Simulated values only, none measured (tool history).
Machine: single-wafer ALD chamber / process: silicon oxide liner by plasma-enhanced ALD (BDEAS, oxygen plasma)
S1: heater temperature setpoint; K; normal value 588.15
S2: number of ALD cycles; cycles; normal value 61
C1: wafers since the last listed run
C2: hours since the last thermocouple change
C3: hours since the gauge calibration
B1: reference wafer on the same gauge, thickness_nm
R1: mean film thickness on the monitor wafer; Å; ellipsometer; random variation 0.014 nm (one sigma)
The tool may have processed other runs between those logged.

Run 1, hour 0.0: usual settings; C1 0; C2 673.5; C3 1021.5; B1 4.562. Result: R1 55.73 Å.
Run 2, hour 38.4: usual settings; C1 183; C2 711.9; C3 1059.9; B1 4.556. Result: R1 56.14 Å.
Run 3, hour 106.8: usual settings but S1 598.15 K; C1 326; C2 780.3; C3 1128.3; B1 4.556. Result: R1 55.04 Å.
Run 4, hour 147.2: usual settings but S1 598.15 K; C1 192; C2 820.7; C3 1168.7; B1 4.560. Result: R1 55.14 Å.
Run 5, hour 177.9: usual settings but S1 598.15 K; C1 146; C2 851.4; C3 1199.4; B1 4.562. Result: R1 55.26 Å.
Run 6, hour 207.4: usual settings; C1 140; C2 880.9; C3 1228.9; B1 4.562. Result: R1 55.88 Å.
Run 7, hour 253.7: usual settings; C1 220; C2 927.2; C3 1275.2; B1 4.559. Result: R1 55.93 Å.
Run 8, hour 300.8: usual settings; C1 224; C2 974.3; C3 1322.3; B1 4.557. Result: R1 55.74 Å.
Run 9, hour 463.7: usual settings; C1 777; C2 1137.2; C3 1485.2; B1 4.560. Result: R1 56.17 Å.
Run 10, hour 508.3: usual settings; C1 212; C2 1181.8; C3 1529.8; B1 4.561. Result: R1 56.05 Å.
At hour 576.0: thermocouple changed; heater temperature recalibrated.
Run 11, hour 576.5: usual settings; C1 287; C2 0.5; C3 1598.0; B1 4.556. Result: R1 55.97 Å.
Run 12, hour 638.4: usual settings but S2 55 cycles; C1 295; C2 62.4; C3 1659.9; B1 4.560. Result: R1 50.37 Å.
Run 13, hour 709.7: usual settings but S2 55 cycles; C1 340; C2 133.7; C3 1731.2; B1 4.559. Result: R1 50.29 Å.
Run 14, hour 752.6: usual settings; C1 204; C2 176.6; C3 1774.1; B1 4.559. Result: R1 55.84 Å.
Run 15, hour 803.4: usual settings; C1 242; C2 227.4; C3 1824.9; B1 4.562. Result: R1 55.84 Å.
Run 16, hour 847.5: usual settings but S2 57 cycles; C1 210; C2 271.5; C3 1869.0; B1 4.556. Result: R1 52.20 Å.
Run 17, hour 884.8: usual settings but S1 582.15 K; C1 177; C2 308.8; C3 1906.3; B1 4.558. Result: R1 56.25 Å.
Run 18, hour 913.5: usual settings but S1 582.15 K; C1 136; C2 337.5; C3 1935.0; B1 4.562. Result: R1 56.18 Å.
Run 19, hour 981.7: usual settings; C1 325; C2 405.7; C3 2003.2; B1 4.560. Result: R1 55.77 Å.
Run 20, hour 1051.8: usual settings; C1 334; C2 475.8; C3 2073.3; B1 4.560. Result: R1 55.92 Å.
Run 21, hour 1099.2: usual settings but S1 594.15 K, S2 52 cycles; C1 226; C2 523.2; C3 2120.7; B1 4.558. Result: R1 47.28 Å.
Run 22, hour 1170.5: usual settings but S1 592.15 K, S2 70 cycles; C1 340; C2 594.5; C3 2192.0; B1 4.560. Result: R1 63.75 Å.
Run 23, hour 1204.0: usual settings; C1 159; C2 628.0; C3 2225.5; B1 4.566. Result: R1 55.90 Å.
Run 24, hour 1235.6: usual settings; C1 150; C2 659.6; C3 2257.1; B1 4.564. Result: R1 56.02 Å.
Run 25, hour 1315.9: usual settings; C1 383; C2 739.9; C3 2337.4; B1 4.557. Result: R1 55.87 Å.
At hour 1434.3: gauge calibrated.
Run 26, hour 1458.9: usual settings but S1 602.15 K, S2 50 cycles; C1 682; C2 882.9; C3 24.6; B1 4.560. Result: R1 45.00 Å.
Run 27, hour 1497.8: usual settings but S1 576.15 K, S2 66 cycles; C1 185; C2 921.8; C3 63.5; B1 4.556. Result: R1 61.34 Å.
Run 28, hour 1559.1: usual settings but S1 592.15 K, S2 67 cycles; C1 292; C2 983.1; C3 124.8; B1 4.563. Result: R1 61.14 Å.
Run 29, hour 1755.5: usual settings but S1 593.15 K, S2 65 cycles; C1 937; C2 1179.5; C3 321.2; B1 4.557. Result: R1 59.17 Å.
Run 30, hour 1795.9: usual settings; C1 192; C2 1219.9; C3 361.6; B1 4.560. Result: R1 55.92 Å.
Run 31, hour 1831.2: usual settings but S1 575.15 K; C1 168; C2 1255.2; C3 396.9; B1 4.557. Result: R1 56.61 Å.
At hour 1862.1: thermocouple changed; heater temperature recalibrated.
Run 32, hour 1881.2: usual settings but S2 72 cycles; C1 200; C2 19.1; C3 446.9; B1 4.559. Result: R1 66.07 Å.
Run 33, hour 1946.3: usual settings; C1 310; C2 84.2; C3 512.0; B1 4.560. Result: R1 55.98 Å.
Run 34, hour 2015.3: usual settings but S1 578.15 K, S2 66 cycles; C1 329; C2 153.2; C3 581.0; B1 4.562. Result: R1 61.24 Å.
Run 35, hour 2048.6: usual settings but S1 599.15 K, S2 68 cycles; C1 158; C2 186.5; C3 614.3; B1 4.560. Result: R1 61.64 Å.
Run 36, hour 2111.8: usual settings but S1 600.15 K, S2 57 cycles; C1 301; C2 249.7; C3 677.5; B1 4.554. Result: R1 51.37 Å.
Run 37, hour 2160.5: usual settings; C1 232; C2 298.4; C3 726.2; B1 4.559. Result: R1 55.81 Å.
Run 38, hour 2222.7: usual settings; C1 296; C2 360.6; C3 788.4; B1 4.561. Result: R1 56.22 Å.
Run 39, hour 2291.4: usual settings but S1 602.15 K, S2 51 cycles; C1 327; C2 429.3; C3 857.1; B1 4.564. Result: R1 45.73 Å.
Run 40, hour 2323.8: usual settings but S1 582.15 K, S2 72 cycles; C1 154; C2 461.7; C3 889.5; B1 4.568. Result: R1 66.29 Å.
Run 41, hour 2351.0: usual settings; C1 129; C2 488.9; C3 916.7; B1 4.561. Result: R1 55.91 Å.
Run 42, hour 2517.5: usual settings but S1 600.15 K, S2 69 cycles; C1 794; C2 655.4; C3 1083.2; B1 4.560. Result: R1 62.35 Å.
Run 43, hour 2545.8: usual settings but S1 597.15 K, S2 69 cycles; C1 135; C2 683.7; C3 1111.5; B1 4.564. Result: R1 62.26 Å.
Run 44, hour 2585.5: usual settings but S1 574.15 K, S2 68 cycles; C1 189; C2 723.4; C3 1151.2; B1 4.556. Result: R1 63.23 Å.
Run 45, hour 2635.6: usual settings but S1 595.15 K, S2 56 cycles; C1 239; C2 773.5; C3 1201.3; B1 4.560. Result: R1 50.94 Å.
Run 46, hour 2666.6: usual settings but S2 73 cycles; C1 147; C2 804.5; C3 1232.3; B1 4.560. Result: R1 66.88 Å.

Take each entry between the runs: how does the hidden state at the last listed run before it differ from the hidden state at the first listed run after it?
After run 10, before run 11: thermocouple changed; heater temperature recalibrated (hour 576.0)
  no hidden state differs between the two runs
After run 25, before run 26: gauge calibrated (hour 1434.3)
  no hidden state differs between the two runs
After run 31, before run 32: thermocouple changed; heater temperature recalibrated (hour 1862.1)
  no hidden state differs between the two runs
